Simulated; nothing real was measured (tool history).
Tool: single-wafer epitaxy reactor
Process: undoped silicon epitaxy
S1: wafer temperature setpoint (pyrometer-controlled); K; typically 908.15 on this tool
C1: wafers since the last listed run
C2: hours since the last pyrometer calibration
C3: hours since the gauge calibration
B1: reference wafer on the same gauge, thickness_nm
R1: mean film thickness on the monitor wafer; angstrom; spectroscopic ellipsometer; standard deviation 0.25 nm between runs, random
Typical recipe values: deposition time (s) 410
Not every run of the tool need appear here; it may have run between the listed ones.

run 1 hour=0 | S1=908.15 deposition_time_(s)=410 | C1=0 C2=2839.2 C3=253.9 | B1=47.098 | R1=494.9
run 2 hour=10.4 | S1=908.15 deposition_time_(s)=410 | C1=63 C2=2849.6 C3=264.3 | B1=47.18 | R1=497.15
run 3 hour=24.8 | S1=913.15 deposition_time_(s)=379 | C1=88 C2=2864 C3=278.7 | B1=47.057 | R1=527.8
run 4 hour=33.5 | S1=908.15 deposition_time_(s)=379 | C1=53 C2=2872.7 C3=287.4 | B1=47.11 | R1=463.89
run 5 hour=47.4 | S1=908.15 deposition_time_(s)=379 | C1=84 C2=2886.6 C3=301.3 | B1=47.21 | R1=462.02
run 6 hour=63.6 | S1=908.15 deposition_time_(s)=410 | C1=99 C2=2902.8 C3=317.5 | B1=47.025 | R1=498.57
run 7 hour=81.1 | S1=908.15 deposition_time_(s)=357 | C1=106 C2=2920.3 C3=335 | B1=47.105 | R1=434.42
run 8 hour=87.5 | S1=908.15 deposition_time_(s)=357 | C1=39 C2=2926.7 C3=341.4 | B1=47.186 | R1=431.59
run 9 hour=97.9 | S1=908.15 deposition_time_(s)=410 | C1=63 C2=2937.1 C3=351.8 | B1=47.04 | R1=498.13
run 10 hour=106 | S1=908.15 deposition_time_(s)=410 | C1=49 C2=2945.2 C3=359.9 | B1=47.064 | R1=500.32
run 11 hour=118.7 | S1=908.15 deposition_time_(s)=410 | C1=77 C2=2957.9 C3=372.6 | B1=47.156 | R1=498.12
run 12 hour=131.5 | S1=908.15 deposition_time_(s)=410 | C1=78 C2=2970.7 C3=385.4 | B1=47.109 | R1=496.14
run 13 hour=147.1 | S1=908.15 deposition_time_(s)=410 | C1=95 C2=2986.3 C3=401 | B1=47.105 | R1=499.94
run 14 hour=159.7 | S1=908.15 deposition_time_(s)=410 | C1=77 C2=2998.9 C3=413.6 | B1=47.095 | R1=496.13
-- hour=168.7 gauge calibrated
-- hour=169.1 pyrometer calibrated
run 15 hour=175.7 | S1=902.15 deposition_time_(s)=410 | C1=48 C2=6.6 C3=7 | B1=47.169 | R1=426.49
run 16 hour=190.8 | S1=908.15 deposition_time_(s)=410 | C1=92 C2=21.7 C3=22.1 | B1=46.948 | R1=497.31
run 17 hour=199.9 | S1=899.15 deposition_time_(s)=443 | C1=55 C2=30.8 C3=31.2 | B1=47.112 | R1=425.42
run 18 hour=207.8 | S1=895.15 deposition_time_(s)=482 | C1=48 C2=38.7 C3=39.1 | B1=47.022 | R1=417.93
run 19 hour=215.3 | S1=908.15 deposition_time_(s)=357 | C1=45 C2=46.2 C3=46.6 | B1=47.144 | R1=431.39
run 20 hour=222.8 | S1=923.15 deposition_time_(s)=460 | C1=45 C2=53.7 C3=54.1 | B1=47.079 | R1=816.83
run 21 hour=236.4 | S1=902.15 deposition_time_(s)=375 | C1=83 C2=67.3 C3=67.7 | B1=47.025 | R1=393.95
run 22 hour=290.4 | S1=908.15 deposition_time_(s)=410 | C1=330 C2=121.3 C3=121.7 | B1=47.133 | R1=496.65
run 23 hour=299.4 | S1=903.15 deposition_time_(s)=376 | C1=55 C2=130.3 C3=130.7 | B1=47.097 | R1=399.27
run 24 hour=306.1 | S1=915.15 deposition_time_(s)=477 | C1=40 C2=137 C3=137.4 | B1=47.111 | R1=695.59
run 25 hour=325.6 | S1=908.15 deposition_time_(s)=410 | C1=119 C2=156.5 C3=156.9 | B1=47.131 | R1=494.19
run 26 hour=332 | S1=908.15 deposition_time_(s)=410 | C1=39 C2=162.9 C3=163.3 | B1=47.053 | R1=498.91
run 27 hour=384.6 | S1=908.15 deposition_time_(s)=410 | C1=321 C2=215.5 C3=215.9 | B1=47.168 | R1=497.21
run 28 hour=400.2 | S1=915.15 deposition_time_(s)=359 | C1=95 C2=231.1 C3=231.5 | B1=47.044 | R1=518.16
run 29 hour=407.2 | S1=922.15 deposition_time_(s)=470 | C1=42 C2=238.1 C3=238.5 | B1=46.997 | R1=815.67

Below are 4 alternative next runs, each starting from the tool's condition after run 29. Predict each:
run A hour=407.7 | S1=908.15 deposition_time_(s)=359 | C1=3 C2=238.6 C3=239 | B1=? | R1=?
run B hour=407.7 | S1=917.15 deposition_time_(s)=410 | C1=3 C2=238.6 C3=239 | B1=? | R1=?
run C hour=407.7 | S1=894.15 deposition_time_(s)=474 | C1=3 C2=238.6 C3=239 | B1=? | R1=?
run D hour=407.7 | S1=916.15 deposition_time_(s)=410 | C1=3 C2=238.6 C3=239 | B1=? | R1=?

run=A B1=47.104 R1=437.73
run=B B1=47.104 R1=628.2
run=C B1=47.104 R1=400.91
run=D B1=47.104 R1=612.61
Had the tool no hidden state, the same runs would have come out as:
run=A R1=437.73
run=B R1=628.2
run=C R1=400.91
run=D R1=612.61

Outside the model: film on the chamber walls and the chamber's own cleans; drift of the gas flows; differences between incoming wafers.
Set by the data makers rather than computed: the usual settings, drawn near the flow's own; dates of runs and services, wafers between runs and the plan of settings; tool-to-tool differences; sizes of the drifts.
